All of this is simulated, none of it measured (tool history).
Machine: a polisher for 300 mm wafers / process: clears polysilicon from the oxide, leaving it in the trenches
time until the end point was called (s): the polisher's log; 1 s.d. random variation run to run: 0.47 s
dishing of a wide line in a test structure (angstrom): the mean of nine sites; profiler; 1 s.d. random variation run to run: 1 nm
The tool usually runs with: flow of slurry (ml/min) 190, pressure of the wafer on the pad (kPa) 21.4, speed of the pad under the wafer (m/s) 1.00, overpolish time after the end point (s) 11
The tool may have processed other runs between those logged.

run,hour,flow of slurry (ml/min),pressure of the wafer on the pad (kPa),speed of the pad under the wafer (m/s),overpolish time after the end point (s),"incoming thickness of the incoming film, nm",time until the end point was called (s),dishing of a wide line in a test structure (angstrom)
1,0.0,190,21.4,1.00,11,516.3,28.5,686
2,58.8,190,21.4,1.00,11,522.3,28.8,676
3,130.9,190,25.5,1.00,11,524.0,25.3,705
# hour 180.6: worn pad replaced by a new one
4,201.7,190,25.5,1.00,11,521.1,24.0,705
5,493.7,190,21.4,1.00,11,519.2,29.7,685
6,588.2,240,21.4,1.00,11,516.8,29.1,695
# hour 614.9: head pressure recalibrated
7,630.8,240,21.4,1.00,11,524.3,29.3,678
# hour 650.5: slurry nozzle cleaned
8,729.7,240,21.4,1.00,11,512.9,28.6,679
9,819.1,190,26.9,0.78,11,524.4,31.9,654
# hour 832.4: worn pad replaced by a new one
10,897.0,190,21.4,1.00,11,520.4,28.9,687
11,1002.2,190,21.4,1.24,11,514.9,22.9,690
12,1091.9,190,21.4,1.00,11,514.8,28.7,673
13,1173.3,190,21.4,1.00,11,522.5,30.2,675
14,1275.1,255,21.4,1.00,11,518.5,28.9,672
# hour 1322.2: slurry nozzle cleaned
# hour 1478.7: worn pad replaced by a new one
15,1479.2,155,15.9,0.82,13,510.5,46.7,619
16,1542.3,190,24.8,1.00,11,526.3,24.4,710
17,1660.9,190,15.2,1.00,11,516.1,38.6,625
18,1739.9,190,21.4,1.00,11,520.3,29.2,654
19,1809.0,190,23.4,1.22,15,520.4,21.8,727
20,1854.4,190,21.4,0.72,18,526.2,40.5,675
21,1901.7,190,21.4,1.00,15,522.1,31.5,713
# hour 1931.0: slurry nozzle cleaned
22,1966.9,190,21.4,1.00,11,522.0,29.6,665
# hour 1969.6: head pressure recalibrated
23,2006.6,215,26.2,1.00,7,514.9,23.3,635
# hour 2048.8: worn pad replaced by a new one
24,2086.0,190,21.4,1.22,5,529.4,22.8,567
25,2126.2,190,21.4,1.32,14,518.3,21.0,715
26,2163.8,190,21.4,1.00,11,523.5,28.7,673
27,2211.1,240,21.4,1.22,11,520.5,22.8,688
28,2265.0,190,21.4,1.10,7,516.3,25.6,622
29,2316.0,150,21.4,1.00,11,526.1,31.2,675
30,2386.7,190,17.2,1.00,11,516.8,35.9,634
31,2483.7,150,24.1,1.00,13,512.6,27.4,699
32,2573.1,190,21.4,1.00,11,516.0,31.5,655
# hour 2616.7: slurry nozzle cleaned
33,2637.1,160,21.4,0.86,17,521.3,36.2,696
34,2747.5,190,21.4,0.66,11,517.7,47.3,571

How would selected steps in time until the end point was called (s) from run to run divide? Give the signed amount a tool lacking its hidden state would still show from settings, what came in and random variation, and the signed amount left for the hidden state, including any gauge scatter that is not in both of the compared results.
The hidden state here: removal rate lost through wear of the pad, %; slurry flow missing at the pad, %; deviation of the head's pressure from its setpoint, %.
Run 9 -> 10: pressure of the wafer on the pad (kPa) 26.9 -> 21.4, speed of the pad under the wafer (m/s) 0.78 -> 1.00, worn pad replaced by a new one. time until the end point was called (s) -3.0: hidden state -3.4, all else +0.4.
Run 14 -> 15: flow of slurry (ml/min) 255 -> 155, pressure of the wafer on the pad (kPa) 21.4 -> 15.9, speed of the pad under the wafer (m/s) 1.00 -> 0.82, overpolish time after the end point (s) 11 -> 13, slurry nozzle cleaned, worn pad replaced by a new one. time until the end point was called (s) +17.8: hidden state -1.7, all else +19.5.
Run 15 -> 16: flow of slurry (ml/min) 155 -> 190, pressure of the wafer on the pad (kPa) 15.9 -> 24.8, speed of the pad under the wafer (m/s) 0.82 -> 1.00, overpolish time after the end point (s) 13 -> 11. time until the end point was called (s) -22.3: hidden state -0.6, all else -21.7.
Run 19 -> 20: pressure of the wafer on the pad (kPa) 23.4 -> 21.4, speed of the pad under the wafer (m/s) 1.22 -> 0.72, overpolish time after the end point (s) 15 -> 18. time until the end point was called (s) +18.7: hidden state +2.3, all else +16.4.
Run 33 -> 34: flow of slurry (ml/min) 160 -> 190, speed of the pad under the wafer (m/s) 0.86 -> 0.66, overpolish time after the end point (s) 17 -> 11. time until the end point was called (s) +11.1: hidden state +3.5, all else +7.6.
